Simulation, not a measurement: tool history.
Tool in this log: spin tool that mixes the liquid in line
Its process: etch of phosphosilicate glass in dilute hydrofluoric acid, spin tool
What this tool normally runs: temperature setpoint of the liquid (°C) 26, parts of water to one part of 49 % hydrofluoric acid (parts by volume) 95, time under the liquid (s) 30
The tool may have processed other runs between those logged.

run    hour  temperature setpoint of the liquid (°C)  parts of water to one part of 49 % hydrofluoric acid (parts by volume)  time under the liquid (s)  wafers since the last listed run  hours since the thermometer was replaced  hours since the hydrofluoric acid flow meter was replaced  hours since the gauge calibration  read-back film thickness of the phosphosilicate glass reference wafer, read on the same gauge (nm)  thickness taken off the phosphosilicate glass on a monitor wafer (nm)
  1       0                                       26                                                                      95                         30                                 0                                     419.6                                                       13.3                             1668.8                                                                                               90.01                                                                   42.7
  2    46.3                                       26                                                                      95                         30                               368                                     465.9                                                       59.6                             1715.1                                                                                                  90                                                                   42.9
  3   123.9                                       26                                                                      95                         30                               617                                     543.5                                                      137.2                             1792.7                                                                                               90.01                                                                   41.8
  4   182.9                                       26                                                                      95                         20                               469                                     602.5                                                      196.2                             1851.7                                                                                               90.01                                                                   28.3
  5   214.6                                       26                                                                      95                         30                               252                                     634.2                                                      227.9                             1883.4                                                                                               90.03                                                                  42.39
      311.1  -- thermometer replaced
  6   384.1                                       26                                                                      95                         30                              1340                                        73                                                      397.4                             2052.9                                                                                               89.98                                                                  40.54
  7   443.5                                       26                                                                      95                         30                               472                                     132.4                                                      456.8                             2112.3                                                                                                  90                                                                  40.58
  8   483.1                                       26                                                                      95                         25                               315                                       172                                                      496.4                             2151.9                                                                                               90.02                                                                  33.47
  9   519.9                                       26                                                                      95                         25                               292                                     208.8                                                      533.2                             2188.7                                                                                                  90                                                                  33.33
 10   567.4                                       26                                                                      95                         25                               377                                     256.3                                                      580.7                             2236.2                                                                                                  90                                                                  33.44
 11   613.5                                     23.5                                                                      95                         30                               366                                     302.4                                                      626.8                             2282.3                                                                                                  90                                                                  36.28
 12   652.3                                     28.5                                                                      65                         40                               308                                     341.2                                                      665.6                             2321.1                                                                                               89.99                                                                     89
      658.5  -- thermometer replaced, repeated, since the last time left the tool worse
 13     699                                       26                                                                      95                         45                               363                                      40.5                                                      712.3                             2367.8                                                                                                  90                                                                  65.25
      706.9  -- hydrofluoric acid flow meter replaced
 14   759.3                                       26                                                                      95                         30                               471                                     100.8                                                       52.4                             2428.1                                                                                               89.99                                                                  43.66
 15   824.3                                       28                                                                      50                         30                               517                                     165.8                                                      117.4                             2493.1                                                                                               90.02                                                                  95.19
 16     907                                       26                                                                     115                         50                               657                                     248.5                                                      200.1                             2575.8                                                                                               90.01                                                                  58.43
      943.3  -- gauge calibrated
 17   974.7                                       26                                                                      95                         25                               538                                     316.2                                                      267.8                               31.4                                                                                                  90                                                                  35.66
 18  1032.8                                       29                                                                      95                         30                               462                                     374.3                                                      325.9                               89.5                                                                                               90.01                                                                  48.07
 19  1084.4                                     27.5                                                                      95                         15                               410                                     425.9                                                      377.5                              141.1                                                                                               89.96                                                                  22.78
 20  1117.7                                       24                                                                      50                         30                               264                                     459.2                                                      410.8                              174.4                                                                                               90.01                                                                  79.23
 21  1176.2                                     29.5                                                                      95                         45                               465                                     517.7                                                      469.3                              232.9                                                                                               90.02                                                                     73
 22  1236.2                                       28                                                                      95                         30                               477                                     577.7                                                      529.3                              292.9                                                                                               89.99                                                                  45.31
     1370.8  -- hydrofluoric acid flow meter replaced
       1436  -- thermometer replaced
 23  1443.1                                     23.5                                                                     125                         30                              1629                                       7.1                                                       72.3                              499.8                                                                                               89.99                                                                  29.03
 24  1505.4                                       26                                                                      95                         30                               495                                      69.4                                                      134.6                              562.1                                                                                               89.99                                                                  43.32
 25  1545.6                                       29                                                                      95                         20                               319                                     109.6                                                      174.8                              602.3                                                                                                  90                                                                  32.96
 26  1570.4                                       26                                                                      95                         30                               197                                     134.4                                                      199.6                              627.1                                                                                               89.97                                                                   43.7
 27  1605.4                                     27.5                                                                      95                         30                               278                                     169.4                                                      234.6                              662.1                                                                                               89.99                                                                   45.9
 28  1645.9                                       30                                                                     140                         30                               322                                     209.9                                                      275.1                              702.6                                                                                                  90                                                                  32.18
 29  1696.9                                     29.5                                                                     130                         30                               405                                     260.9                                                      326.1                              753.6                                                                                               89.99                                                                  33.89
 30  1721.8                                       26                                                                      95                         25                               198                                     285.8                                                        351                              778.5                                                                                                  90                                                                  35.48
 31  1759.2                                       30                                                                     145                         15                               297                                     323.2                                                      388.4                              815.9                                                                                               90.05                                                                  15.25
 32  1828.5                                       26                                                                      95                         30                               551                                     392.5                                                      457.7                              885.2                                                                                               90.02                                                                  42.24

4 ways to go on from here, each from the tool as it stands after run 32. What would each give?
  A  1828.9                                       26                                                                      95                         30                                 3                                     392.9                                                      458.1                              885.6                                                                                                   ?                                                                      ?
  B  1828.9                                     24.5                                                                     120                         45                                 3                                     392.9                                                      458.1                              885.6                                                                                                   ?                                                                      ?
  C  1828.9                                       26                                                                     145                         30                                 3                                     392.9                                                      458.1                              885.6                                                                                                   ?                                                                      ?
  D  1828.9                                     21.5                                                                      95                         30                                 3                                     392.9                                                      458.1                              885.6                                                                                                   ?                                                                      ?

run  read-back film thickness of the phosphosilicate glass reference wafer, read on the same gauge (nm)  thickness taken off the phosphosilicate glass on a monitor wafer (nm)
  A                                                                                               90.04                                                                  42.75
  B                                                                                               90.04                                                                  46.42
  C                                                                                               90.04                                                                  26.34
  D                                                                                               90.04                                                                  35.69
Had the tool no hidden state, the same runs would have come out as:
run  thickness taken off the phosphosilicate glass on a monitor wafer (nm)
  A                                                                  43.99
  B                                                                  47.76
  C                                                                  27.08
  D                                                                  36.77

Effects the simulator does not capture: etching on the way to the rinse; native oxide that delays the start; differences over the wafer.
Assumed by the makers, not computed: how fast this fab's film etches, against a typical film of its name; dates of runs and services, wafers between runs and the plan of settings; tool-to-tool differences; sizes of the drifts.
